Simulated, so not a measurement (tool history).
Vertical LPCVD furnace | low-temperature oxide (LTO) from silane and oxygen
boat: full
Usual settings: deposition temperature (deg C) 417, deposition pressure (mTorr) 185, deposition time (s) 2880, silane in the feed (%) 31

run,hour,deposition temperature (deg C),deposition pressure (mTorr),deposition time (s),silane in the feed (%),"read-back reference wafer on the same gauge, thickness",film thickness on the monitor wafer in the middle of the boat (Å)
1,0.0,417,170,2880,31,317.72,3021.7
2,16.5,417,185,3570,31,316.35,4028.5
3,24.6,417,185,3570,31,316.44,4062.2
4,41.5,417,185,3570,31,316.23,4068.3
5,59.9,417,185,2880,31,317.13,3296.0
6,67.2,417,185,3390,31,317.15,3882.8
7,79.3,417,185,3390,31,316.97,3851.4
8,85.6,417,185,2880,31,316.66,3309.6
9,99.4,417,185,2880,31,316.29,3316.1
10,115.4,417,185,2880,31,317.14,3264.9
11,130.5,417,150,2880,31,317.09,2691.7
# hour 157.8: silane flow controller replaced
12,158.3,417,185,2880,31,316.27,3264.3
13,162.7,417,185,2880,31,316.68,3302.7
14,177.1,417,185,2310,31,316.59,2630.8
15,190.7,417,150,2880,31,316.82,2675.6
# hour 200.9: gauge calibrated
# hour 222.5: pressure gauge zeroed
# hour 234.5: thermocouples replaced and temperature profile calibrated
16,235.0,427,185,2880,31,316.60,3660.1
17,239.4,417,185,3960,29,316.52,4088.5
18,243.8,417,155,2880,34,317.22,3124.1
19,252.5,424,185,2550,31,317.26,3131.7
20,270.8,417,185,2880,31,317.48,3266.2
21,277.2,417,185,2880,31,316.44,3297.0
22,290.8,417,155,2880,31,317.40,2777.7
23,299.3,417,155,2880,34,317.56,3103.5
24,313.7,421,220,3960,31,317.29,5635.7
25,332.3,417,215,2100,31,316.91,2766.2
26,341.3,407,200,3960,27,316.99,3553.4
27,356.3,417,185,2880,31,316.89,3312.8

4 ways to go on from here, each from the tool as it stands after run 27. What would each give?
A,360.8,412,185,2880,31,?,?
B,360.8,417,220,2880,31,?,?
C,360.8,417,155,2880,28,?,?
D,360.8,427,145,2250,26,?,?

run,"read-back reference wafer on the same gauge, thickness",film thickness on the monitor wafer in the middle of the boat (Å)
A,317.33,3126.2
B,317.33,3931.3
C,317.33,2394.5
D,317.33,1754.5
Without the tool's hidden state the same runs would have given:
run,film thickness on the monitor wafer in the middle of the boat (Å)
A,3126.2
B,3931.3
C,2394.5
D,1754.5
